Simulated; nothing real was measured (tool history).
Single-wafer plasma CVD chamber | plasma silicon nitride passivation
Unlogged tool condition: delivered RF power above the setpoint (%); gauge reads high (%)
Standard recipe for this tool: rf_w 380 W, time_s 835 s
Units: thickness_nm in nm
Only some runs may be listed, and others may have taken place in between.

run	hour	rf_w	time_s	wafers since the last listed run	hours since the last RF generator calibration	hours since the showerhead was replaced	hours since the gauge calibration	read-back reference wafer on the same gauge, thickness_nm	thickness_nm
1	0	440	835	0	1723.2	5512.9	281.7	1319.804	1224.323
2	14.6	440	835	24	1737.8	5527.5	296.3	1320.249	1225.709
3	30.5	440	835	26	1753.7	5543.4	312.2	1319.365	1225.939
4	48.1	380	835	29	1771.3	5561	329.8	1319.605	1147.711
5	55.9	380	835	12	1779.1	5568.8	337.6	1319.909	1151.188
6	62.9	380	835	11	1786.1	5575.8	344.6	1319.308	1149.872
7	77.4	380	835	24	1800.6	5590.3	359.1	1319.632	1151.265
8	88.2	380	835	17	1811.4	5601.1	369.9	1319.601	1147.38
9	119.4	380	882	51	1842.6	5632.3	401.1	1320.722	1209.092
10	131.4	380	882	19	1854.6	5644.3	413.1	1319.429	1213.052
11	146.9	380	835	25	1870.1	5659.8	428.6	1318.976	1148.069
# hour 175.1: RF generator calibrated
12	176.6	380	835	35	1.5	5689.5	458.3	1319.921	1122.667
13	193.7	355	835	28	18.6	5706.6	475.4	1319.981	1093.086
14	202.9	355	835	15	27.8	5715.8	484.6	1320.205	1092.387
# hour 204.3: gauge calibrated
15	213.5	355	835	17	38.4	5726.4	9.2	1319.375	1087.288
16	224.2	380	835	17	49.1	5737.1	19.9	1320.636	1124.135
17	241.7	380	835	28	66.6	5754.6	37.4	1319.762	1124.462
18	253.9	380	724	20	78.8	5766.8	49.6	1320.021	971.316
19	265.7	425	973	19	90.6	5778.6	61.4	1320.197	1370.037
20	272.9	345	775	11	97.8	5785.8	68.6	1320.923	999.897
# hour 281.5: RF generator calibrated, repeated, since the last time left the tool worse
21	282	380	945	1	0.5	5794.9	77.7	1320.48	1332.855
22	296.4	380	835	23	14.9	5809.3	92.1	1318.898	1174.442
# hour 306.3: showerhead replaced
23	307.1	400	753	4	25.6	0.8	102.8	1319.426	1085.449
24	317.8	430	835	17	36.3	11.5	113.5	1320.784	1239.864
25	324.4	455	886	10	42.9	18.1	120.1	1319.403	1348.937
26	341.1	345	997	27	59.6	34.8	136.8	1320.312	1347.754
27	351.6	445	911	17	70.1	45.3	147.3	1321.041	1374.504
28	364.5	380	992	21	83	58.2	160.2	1320.554	1396.379
29	376.2	450	680	19	94.7	69.9	171.9	1320.483	1030.529
30	384.8	345	775	14	103.3	78.5	180.5	1319.816	1048.861
31	399.7	425	719	24	118.2	93.4	195.4	1319.66	1065.852
32	407.8	380	934	13	126.3	101.5	203.5	1320.856	1314.326
33	420	380	684	20	138.5	113.7	215.7	1319.493	964.29
34	430.9	315	937	18	149.4	124.6	226.6	1319.31	1213.338
35	445.7	380	835	24	164.2	139.4	241.4	1319.618	1174.502
36	463	380	835	28	181.5	156.7	258.7	1319.692	1175.714
37	475.6	335	679	20	194.1	169.3	271.3	1320.84	907.144

Pick out some run-to-run changes in thickness_nm. Of each, how much would a tool without hidden state show as well, from the settings, what came in and chance, and how much is left for the hidden state and any gauge scatter not in both results compared?
Run 11 -> 12: RF generator calibrated. thickness_nm -25.402 nm: hidden state -23.389, all else -2.013.
Run 18 -> 19: rf_w 380 -> 425, time_s 724 -> 973. thickness_nm +398.721 nm: hidden state -20.18, all else +418.901.
Run 19 -> 20: rf_w 425 -> 345, time_s 973 -> 775. thickness_nm -370.14 nm: hidden state +18.703, all else -388.843.
Run 20 -> 21: rf_w 345 -> 380, time_s 775 -> 945, RF generator calibrated, repeated, since the last time left the tool worse. thickness_nm +332.958 nm: hidden state +47.724, all else +285.234.
Run 28 -> 29: rf_w 380 -> 450, time_s 992 -> 680. thickness_nm -365.85 nm: hidden state +0.784, all else -366.634.

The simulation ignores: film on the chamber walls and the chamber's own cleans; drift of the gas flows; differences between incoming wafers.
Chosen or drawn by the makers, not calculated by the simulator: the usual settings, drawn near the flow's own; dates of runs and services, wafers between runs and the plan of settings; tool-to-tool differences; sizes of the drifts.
